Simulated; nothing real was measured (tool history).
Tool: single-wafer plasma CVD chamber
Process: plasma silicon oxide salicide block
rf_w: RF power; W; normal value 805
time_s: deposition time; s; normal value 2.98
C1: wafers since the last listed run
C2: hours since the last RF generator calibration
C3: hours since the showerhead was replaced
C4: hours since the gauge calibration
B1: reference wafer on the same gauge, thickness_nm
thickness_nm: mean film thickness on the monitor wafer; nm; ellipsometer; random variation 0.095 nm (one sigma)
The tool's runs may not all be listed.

Run 1, day 0: usual settings; C1 0; C2 1867.7; C3 6785.7; C4 302.9; B1 34.723. Result: thickness_nm 32.369 nm.
Run 2, day 1.262: usual settings; C1 796; C2 1898; C3 6816; C4 333.2; B1 34.711. Result: thickness_nm 32.385 nm.
Run 3, day 2.225: usual settings; C1 607; C2 1921.1; C3 6839.1; C4 356.3; B1 34.706. Result: thickness_nm 32.537 nm.
Run 4, day 3.671: usual settings; C1 912; C2 1955.8; C3 6873.8; C4 391; B1 34.691. Result: thickness_nm 32.539 nm.
Run 5, day 5.162: usual settings but rf_w 890 W; C1 941; C2 1991.6; C3 6909.6; C4 426.8; B1 34.7. Result: thickness_nm 34.058 nm.
Run 6, day 6.4: usual settings but rf_w 890 W; C1 781; C2 2021.3; C3 6939.3; C4 456.5; B1 34.712. Result: thickness_nm 34.161 nm.
At day 7.533: gauge calibrated.
Run 7, day 10.429: usual settings but rf_w 690 W; C1 2543; C2 2118; C3 7036; C4 69.5; B1 34.714. Result: thickness_nm 30.138 nm.
Run 8, day 11.846: usual settings but rf_w 690 W; C1 894; C2 2152; C3 7070; C4 103.5; B1 34.686. Result: thickness_nm 29.861 nm.
Run 9, day 12.796: usual settings but rf_w 690 W; C1 599; C2 2174.8; C3 7092.8; C4 126.3; B1 34.674. Result: thickness_nm 30.106 nm.
Run 10, day 14.217: usual settings; C1 896; C2 2208.9; C3 7126.9; C4 160.4; B1 34.69. Result: thickness_nm 32.544 nm.
Run 11, day 14.771: usual settings; C1 349; C2 2222.2; C3 7140.2; C4 173.7; B1 34.712. Result: thickness_nm 32.332 nm.
Run 12, day 15.492: usual settings; C1 455; C2 2239.5; C3 7157.5; C4 191; B1 34.688. Result: thickness_nm 32.396 nm.
Run 13, day 16.525: usual settings but time_s 3.39 s; C1 652; C2 2264.3; C3 7182.3; C4 215.8; B1 34.681. Result: thickness_nm 36.769 nm.
Run 14, day 17.196: usual settings but time_s 3.39 s; C1 423; C2 2280.4; C3 7198.4; C4 231.9; B1 34.697. Result: thickness_nm 36.962 nm.
Run 15, day 17.825: usual settings; C1 397; C2 2295.5; C3 7213.5; C4 247; B1 34.704. Result: thickness_nm 32.421 nm.
Run 16, day 18.479: usual settings; C1 412; C2 2311.2; C3 7229.2; C4 262.7; B1 34.731. Result: thickness_nm 32.386 nm.
At day 18.825: showerhead replaced, of another model than before.
Run 17, day 19.379: usual settings but rf_w 855 W, time_s 2.44 s; C1 357; C2 2332.8; C3 13.3; C4 284.3; B1 34.688. Result: thickness_nm 27.511 nm.
At day 20.012: RF generator calibrated.
Run 18, day 20.033: usual settings but rf_w 660 W, time_s 2.75 s; C1 202; C2 0.5; C3 29; C4 300; B1 34.695. Result: thickness_nm 29.08 nm.
Run 19, day 20.45: usual settings but rf_w 895 W, time_s 3.32 s; C1 263; C2 10.5; C3 39; C4 310; B1 34.667. Result: thickness_nm 38.759 nm.
Run 20, day 20.992: usual settings; C1 341; C2 23.5; C3 52; C4 323; B1 34.703. Result: thickness_nm 33.632 nm.
Run 21, day 21.971: usual settings but rf_w 905 W, time_s 3.52 s; C1 618; C2 47; C3 75.5; C4 346.5; B1 34.707. Result: thickness_nm 41.196 nm.
Run 22, day 22.542: usual settings but time_s 2.62 s; C1 360; C2 60.7; C3 89.2; C4 360.2; B1 34.712. Result: thickness_nm 29.424 nm.
Run 23, day 25.2: usual settings but rf_w 865 W, time_s 2.52 s; C1 1678; C2 124.5; C3 153; C4 424; B1 34.702. Result: thickness_nm 28.993 nm.
Run 24, day 26.342: usual settings but rf_w 935 W, time_s 3.2 s; C1 720; C2 151.9; C3 180.4; C4 451.4; B1 34.705. Result: thickness_nm 37.517 nm.
At day 27.104: gauge calibrated.
Run 25, day 27.408: usual settings; C1 673; C2 177.5; C3 206; C4 7.3; B1 34.702. Result: thickness_nm 33.52 nm.
Run 26, day 28.312: usual settings but rf_w 955 W; C1 570; C2 199.2; C3 227.7; C4 29; B1 34.724. Result: thickness_nm 35.351 nm.
Run 27, day 28.942: usual settings; C1 397; C2 214.3; C3 242.8; C4 44.1; B1 34.714. Result: thickness_nm 33.437 nm.
Run 28, day 29.942: usual settings; C1 631; C2 238.3; C3 266.8; C4 68.1; B1 34.711. Result: thickness_nm 33.313 nm.

Forecast run 29:
Run 29, day 31.25: usual settings but rf_w 920 W, time_s 3.5 s; C1 825; C2 269.7; C3 298.2; C4 99.5; B1 ?. Result: thickness_nm ?.

Run 29 yielded B1 34.697, thickness_nm 40.605 nm.
The same run, on a tool lacking any hidden state, would have yielded thickness_nm 41.079 nm.
